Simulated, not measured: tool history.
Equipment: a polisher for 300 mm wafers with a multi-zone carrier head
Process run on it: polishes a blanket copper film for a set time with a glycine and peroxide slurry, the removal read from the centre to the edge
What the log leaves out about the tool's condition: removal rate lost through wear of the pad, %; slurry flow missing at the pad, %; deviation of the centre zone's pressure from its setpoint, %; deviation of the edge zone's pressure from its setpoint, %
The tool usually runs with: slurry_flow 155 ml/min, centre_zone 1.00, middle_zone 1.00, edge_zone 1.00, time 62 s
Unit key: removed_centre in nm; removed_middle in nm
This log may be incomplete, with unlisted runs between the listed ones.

| run | hour | slurry_flow | centre_zone | middle_zone | edge_zone | time | wafers since the last listed run | wafers polished on this pad | hours since the slurry nozzle was cleaned | hours since the centre zone pressure was calibrated | hours since the edge zone pressure was calibrated | hours since the carrier head's membrane was replaced | incoming thickness of the incoming film, nm | removed_centre | removed_middle |
|---|---|---|---|---|---|---|---|---|---|---|---|---|---|---|---|
| 1 | 0.0 | 155 | 1.00 | 1.08 | 1.00 | 62 | 0 | 855 | 187.7 | 176.5 | 186.8 | 908.6 | 1850.3 | 344.7 | 363.7 |
| 2 | 67.8 | 155 | 1.00 | 1.00 | 1.00 | 62 | 631 | 1486 | 255.5 | 244.3 | 254.6 | 976.4 | 1824.9 | 346.1 | 336.6 |
|  | 118.4 | edge zone pressure recalibrated |
| 3 | 118.9 | 155 | 1.00 | 1.00 | 1.00 | 62 | 457 | 1943 | 306.6 | 295.4 | 0.5 | 1027.5 | 1845.5 | 337.8 | 333.9 |
|  | 127.2 | worn pad replaced by a new one |
|  | 198.7 | centre zone pressure recalibrated |
| 4 | 267.2 | 155 | 1.00 | 1.00 | 1.00 | 62 | 1325 | 1285 | 454.9 | 68.5 | 148.8 | 1175.8 | 1835.4 | 321.0 | 321.4 |
|  | 290.6 | slurry nozzle cleaned |
|  | 314.5 | worn pad replaced by a new one |
| 5 | 315.0 | 155 | 1.00 | 1.00 | 1.00 | 62 | 398 | 5 | 24.4 | 116.3 | 196.6 | 1223.6 | 1886.0 | 358.1 | 347.3 |
| 6 | 415.4 | 155 | 1.00 | 1.00 | 1.00 | 62 | 935 | 940 | 124.8 | 216.7 | 297.0 | 1324.0 | 1816.5 | 342.1 | 343.8 |
| 7 | 457.1 | 155 | 0.95 | 1.00 | 0.98 | 62 | 388 | 1328 | 166.5 | 258.4 | 338.7 | 1365.7 | 1848.6 | 324.8 | 338.3 |
|  | 470.8 | carrier head's membrane replaced by a new one |
|  | 471.6 | edge zone pressure recalibrated |
|  | 493.9 | worn pad replaced by a new one |
|  | 534.0 | centre zone pressure recalibrated |
| 8 | 549.4 | 155 | 1.00 | 0.88 | 1.00 | 62 | 749 | 497 | 258.8 | 15.4 | 77.8 | 78.6 | 1860.0 | 342.8 | 306.0 |
| 9 | 646.7 | 155 | 1.09 | 0.94 | 1.11 | 62 | 906 | 1404 | 356.1 | 112.7 | 175.1 | 175.9 | 1836.1 | 374.3 | 315.8 |
|  | 694.2 | worn pad replaced by a new one, of another model than before |
| 10 | 700.9 | 155 | 0.95 | 0.93 | 1.05 | 62 | 467 | 62 | 410.3 | 166.9 | 229.3 | 230.1 | 1841.5 | 321.2 | 315.6 |
| 11 | 749.4 | 155 | 1.08 | 1.00 | 1.08 | 62 | 451 | 514 | 458.8 | 215.4 | 277.8 | 278.6 | 1831.5 | 363.0 | 332.4 |
|  | 782.3 | slurry nozzle cleaned |
|  | 826.6 | edge zone pressure recalibrated |
| 12 | 844.8 | 155 | 1.00 | 1.00 | 1.00 | 62 | 860 | 1374 | 62.5 | 310.8 | 18.2 | 374.0 | 1873.5 | 357.4 | 346.3 |
|  | 856.4 | centre zone pressure recalibrated |
|  | 880.9 | worn pad replaced by a new one |
| 13 | 905.2 | 155 | 1.07 | 0.92 | 1.10 | 62 | 506 | 225 | 122.9 | 48.8 | 78.6 | 434.4 | 1853.7 | 371.7 | 322.2 |
| 14 | 982.9 | 155 | 1.00 | 1.07 | 1.05 | 62 | 723 | 949 | 200.6 | 126.5 | 156.3 | 512.1 | 1859.3 | 347.7 | 370.0 |
| 15 | 1027.9 | 155 | 0.94 | 1.00 | 1.00 | 62 | 419 | 1368 | 245.6 | 171.5 | 201.3 | 557.1 | 1835.6 | 325.1 | 343.6 |

Branching from run 15: 5 alternative next runs. What would each branch give?
| A | 1028.3 | 155 | 1.00 | 1.00 | 1.00 | 62 | 3 | 1372 | 246.0 | 171.9 | 201.7 | 557.5 | 1834.2 | ? | ? |
| B | 1028.3 | 130 | 1.00 | 1.00 | 1.04 | 76 | 3 | 1372 | 246.0 | 171.9 | 201.7 | 557.5 | 1834.2 | ? | ? |
| C | 1028.3 | 135 | 1.00 | 1.00 | 1.00 | 79 | 3 | 1372 | 246.0 | 171.9 | 201.7 | 557.5 | 1834.2 | ? | ? |
| D | 1028.3 | 190 | 1.00 | 1.00 | 0.94 | 62 | 3 | 1372 | 246.0 | 171.9 | 201.7 | 557.5 | 1834.2 | ? | ? |
| E | 1028.3 | 155 | 0.91 | 0.90 | 1.05 | 53 | 3 | 1372 | 246.0 | 171.9 | 201.7 | 557.5 | 1834.2 | ? | ? |

| run | removed_centre | removed_middle |
|---|---|---|
| A | 351.8 | 343.2 |
| B | 422.2 | 412.8 |
| C | 440.8 | 430.9 |
| D | 360.5 | 350.8 |
| E | 273.3 | 268.8 |
What these runs would have given with no unlogged condition in the tool:
| run | removed_centre | removed_middle |
|---|---|---|
| A | 356.2 | 347.0 |
| B | 427.9 | 417.8 |
| C | 446.7 | 436.0 |
| D | 364.5 | 354.2 |
| E | 276.7 | 271.7 |
